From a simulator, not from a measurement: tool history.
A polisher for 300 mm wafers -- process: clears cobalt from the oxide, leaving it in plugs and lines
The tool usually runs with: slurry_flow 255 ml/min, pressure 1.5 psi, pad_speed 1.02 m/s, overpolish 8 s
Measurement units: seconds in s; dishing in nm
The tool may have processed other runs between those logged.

run	hour	slurry_flow	pressure	pad_speed	overpolish	incoming thickness of the incoming film, nm	seconds	dishing
1	0.0	255	1.7	1.02	8	160.6	46.7	23.0
2	22.3	255	1.7	1.02	8	160.0	46.9	22.0
3	40.0	255	1.5	0.88	7	159.4	58.7	17.0
4	57.8	255	1.5	0.88	7	159.3	61.0	16.2
# hour 88.8: worn pad replaced by a new one
5	90.6	255	1.5	0.88	7	159.5	54.0	18.2
# hour 122.7: slurry nozzle cleaned
6	123.0	255	1.3	1.02	8	157.7	58.5	18.0
7	156.7	255	1.3	1.02	8	159.7	61.7	18.1
8	170.0	255	1.7	1.14	8	158.5	43.7	22.0
9	182.5	255	1.7	1.14	8	159.7	43.8	22.1
# hour 194.2: worn pad replaced by a new one
10	202.6	255	1.5	1.02	8	161.1	52.1	20.6
11	220.2	255	1.5	1.02	8	159.5	51.0	21.1
12	245.7	255	1.5	1.02	8	158.8	51.2	20.1
# hour 258.6: head pressure recalibrated
13	272.5	255	1.5	1.36	10	159.5	45.5	26.8
14	291.6	200	1.5	0.80	11	158.1	63.3	22.1
# hour 311.1: worn pad replaced by a new one, of another model than before
15	314.6	225	1.7	0.72	8	159.3	64.6	16.8
16	342.4	255	1.5	0.74	12	158.1	67.2	23.1
17	362.2	255	1.5	1.02	8	162.0	53.7	20.7
# hour 391.8: slurry nozzle cleaned
18	396.0	255	1.5	1.02	8	156.9	55.4	19.4
# hour 403.9: worn pad replaced by a new one
19	417.2	255	1.5	1.02	8	161.5	51.9	20.6
20	436.6	330	1.5	0.92	8	157.6	54.2	19.4
21	465.5	255	1.5	1.26	8	158.1	43.2	22.8
22	489.4	280	1.5	0.68	6	160.0	78.0	11.5
# hour 502.3: worn pad replaced by a new one
23	518.6	255	1.5	1.02	8	158.5	50.0	20.6
24	545.9	255	1.5	1.02	8	157.8	51.9	20.8

Each row is a separate what-if for the run after 24, all from the same tool condition, not one after another. Results?
A	546.3	255	1.5	1.02	8	158.4	?	?
B	546.3	225	1.5	1.36	4	158.4	?	?
C	546.3	320	1.2	1.12	6	158.4	?	?

run	seconds	dishing
A	51.9	20.4
B	40.2	14.4
C	53.8	15.8
Take away the tool's hidden state, keep each run's random variation, and the runs would have read:
run	seconds	dishing
A	50.1	21.0
B	38.8	14.8
C	52.0	16.3
